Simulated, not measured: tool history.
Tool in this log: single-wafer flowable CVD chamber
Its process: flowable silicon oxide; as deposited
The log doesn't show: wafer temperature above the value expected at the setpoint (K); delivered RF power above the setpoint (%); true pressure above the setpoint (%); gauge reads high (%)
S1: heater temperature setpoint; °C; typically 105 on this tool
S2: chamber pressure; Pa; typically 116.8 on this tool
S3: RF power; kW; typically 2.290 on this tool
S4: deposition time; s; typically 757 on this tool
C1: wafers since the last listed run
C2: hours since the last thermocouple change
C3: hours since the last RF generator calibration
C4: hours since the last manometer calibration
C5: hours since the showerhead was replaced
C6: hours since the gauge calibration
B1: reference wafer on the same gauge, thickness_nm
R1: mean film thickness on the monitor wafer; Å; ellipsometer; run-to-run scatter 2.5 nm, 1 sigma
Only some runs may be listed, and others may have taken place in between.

run 1 hour=0.0 | S1=105 S2=116.8 S3=2.290 S4=757 | C1=0 C2=1542.1 C3=1557.2 C4=2300.3 C5=4073.3 C6=1197.5 | B1=380.562 | R1=4183.37
run 2 hour=64.8 | S1=105 S2=116.8 S3=2.290 S4=862 | C1=148 C2=1606.9 C3=1622.0 C4=2365.1 C5=4138.1 C6=1262.3 | B1=381.033 | R1=4752.84
run 3 hour=142.9 | S1=105 S2=116.8 S3=2.290 S4=757 | C1=178 C2=1685.0 C3=1700.1 C4=2443.2 C5=4216.2 C6=1340.4 | B1=380.678 | R1=4195.30
-- hour=177.0 capacitance manometer re-zeroed and calibrated
-- hour=184.0 RF generator calibrated
run 4 hour=242.7 | S1=105 S2=116.8 S3=2.290 S4=757 | C1=193 C2=1784.8 C3=58.7 C4=65.7 C5=4316.0 C6=1440.2 | B1=380.996 | R1=4632.57
run 5 hour=286.3 | S1=105 S2=116.8 S3=2.290 S4=757 | C1=99 C2=1828.4 C3=102.3 C4=109.3 C5=4359.6 C6=1483.8 | B1=380.817 | R1=4594.26
run 6 hour=350.7 | S1=105 S2=116.8 S3=2.290 S4=757 | C1=147 C2=1892.8 C3=166.7 C4=173.7 C5=4424.0 C6=1548.2 | B1=380.689 | R1=4580.44
run 7 hour=391.4 | S1=105 S2=116.8 S3=2.290 S4=757 | C1=93 C2=1933.5 C3=207.4 C4=214.4 C5=4464.7 C6=1588.9 | B1=381.144 | R1=4589.39
run 8 hour=483.0 | S1=105 S2=116.8 S3=2.290 S4=640 | C1=209 C2=2025.1 C3=299.0 C4=306.0 C5=4556.3 C6=1680.5 | B1=380.727 | R1=3837.39
run 9 hour=528.4 | S1=105 S2=116.8 S3=2.290 S4=640 | C1=103 C2=2070.5 C3=344.4 C4=351.4 C5=4601.7 C6=1725.9 | B1=381.014 | R1=3852.92
run 10 hour=575.4 | S1=112 S2=116.8 S3=2.290 S4=757 | C1=107 C2=2117.5 C3=391.4 C4=398.4 C5=4648.7 C6=1772.9 | B1=380.940 | R1=3508.00
run 11 hour=636.5 | S1=112 S2=116.8 S3=2.290 S4=757 | C1=139 C2=2178.6 C3=452.5 C4=459.5 C5=4709.8 C6=1834.0 | B1=381.437 | R1=3479.26
run 12 hour=683.6 | S1=105 S2=116.8 S3=2.460 S4=757 | C1=107 C2=2225.7 C3=499.6 C4=506.6 C5=4756.9 C6=1881.1 | B1=381.008 | R1=4558.79
run 13 hour=720.7 | S1=105 S2=105.2 S3=2.290 S4=757 | C1=84 C2=2262.8 C3=536.7 C4=543.7 C5=4794.0 C6=1918.2 | B1=380.590 | R1=4005.63
run 14 hour=808.6 | S1=105 S2=105.3 S3=1.950 S4=757 | C1=201 C2=2350.7 C3=624.6 C4=631.6 C5=4881.9 C6=2006.1 | B1=380.666 | R1=3964.64
run 15 hour=870.3 | S1=105 S2=116.8 S3=2.290 S4=838 | C1=141 C2=2412.4 C3=686.3 C4=693.3 C5=4943.6 C6=2067.8 | B1=381.374 | R1=5001.99
run 16 hour=910.5 | S1=110 S2=116.8 S3=1.885 S4=620 | C1=91 C2=2452.6 C3=726.5 C4=733.5 C5=4983.8 C6=2108.0 | B1=381.081 | R1=2937.33
run 17 hour=1004.4 | S1=105 S2=116.8 S3=2.290 S4=757 | C1=214 C2=2546.5 C3=820.4 C4=827.4 C5=5077.7 C6=2201.9 | B1=380.346 | R1=4469.87
run 18 hour=1042.1 | S1=99 S2=116.8 S3=2.290 S4=676 | C1=86 C2=2584.2 C3=858.1 C4=865.1 C5=5115.4 C6=2239.6 | B1=381.077 | R1=5035.37
-- hour=1063.5 gauge calibrated
-- hour=1092.3 thermocouple changed; heater temperature recalibrated
run 19 hour=1124.4 | S1=105 S2=144.5 S3=2.290 S4=890 | C1=169 C2=32.1 C3=940.4 C4=947.4 C5=5197.7 C6=60.9 | B1=381.155 | R1=6234.02
-- hour=1136.2 showerhead replaced
run 20 hour=1168.4 | S1=117 S2=116.8 S3=2.290 S4=883 | C1=82 C2=76.1 C3=984.4 C4=991.4 C5=32.2 C6=104.9 | B1=381.438 | R1=3208.19
run 21 hour=1244.2 | S1=105 S2=106.0 S3=2.290 S4=701 | C1=173 C2=151.9 C3=1060.2 C4=1067.2 C5=108.0 C6=180.7 | B1=380.820 | R1=3606.75
run 22 hour=1319.5 | S1=111 S2=116.8 S3=2.105 S4=684 | C1=172 C2=227.2 C3=1135.5 C4=1142.5 C5=183.3 C6=256.0 | B1=381.389 | R1=3065.55
run 23 hour=1424.0 | S1=98 S2=91.9 S3=2.695 S4=696 | C1=239 C2=331.7 C3=1240.0 C4=1247.0 C5=287.8 C6=360.5 | B1=380.591 | R1=4113.59
run 24 hour=1468.3 | S1=105 S2=116.8 S3=2.630 S4=678 | C1=101 C2=376.0 C3=1284.3 C4=1291.3 C5=332.1 C6=404.8 | B1=380.901 | R1=3851.33
run 25 hour=1544.3 | S1=114 S2=92.3 S3=2.425 S4=680 | C1=173 C2=452.0 C3=1360.3 C4=1367.3 C5=408.1 C6=480.8 | B1=380.994 | R1=2192.22
run 26 hour=1612.0 | S1=105 S2=106.0 S3=2.290 S4=701 | C1=154 C2=519.7 C3=1428.0 C4=1435.0 C5=475.8 C6=548.5 | B1=380.691 | R1=3591.12
run 27 hour=1708.7 | S1=105 S2=116.8 S3=1.885 S4=804 | C1=221 C2=616.4 C3=1524.7 C4=1531.7 C5=572.5 C6=645.2 | B1=380.802 | R1=4390.09
run 28 hour=1769.4 | S1=118 S2=99.5 S3=2.655 S4=679 | C1=138 C2=677.1 C3=1585.4 C4=1592.4 C5=633.2 C6=705.9 | B1=381.324 | R1=2071.74
-- hour=1785.9 RF generator calibrated
run 29 hour=1815.8 | S1=105 S2=116.8 S3=2.290 S4=757 | C1=87 C2=723.5 C3=29.9 C4=1638.8 C5=679.6 C6=752.3 | B1=381.102 | R1=4274.78

Predict each of these 3 candidate next runs independently; none follows another, all start after run 29:
run A hour=1816.4 | S1=105 S2=116.8 S3=1.830 S4=757 | C1=1 C2=724.1 C3=30.5 C4=1639.4 C5=680.2 C6=752.9 | B1=? | R1=?
run B hour=1816.4 | S1=99 S2=141.1 S3=1.900 S4=666 | C1=1 C2=724.1 C3=30.5 C4=1639.4 C5=680.2 C6=752.9 | B1=? | R1=?
run C hour=1816.4 | S1=93 S2=124.9 S3=2.165 S4=757 | C1=1 C2=724.1 C3=30.5 C4=1639.4 C5=680.2 C6=752.9 | B1=? | R1=?

run=A B1=380.734 R1=4104.82
run=B B1=380.734 R1=5522.27
run=C B1=380.734 R1=7130.33
Had the tool no hidden state, the same runs would have come out as:
run=A R1=4296.03
run=B R1=5766.33
run=C R1=7444.34
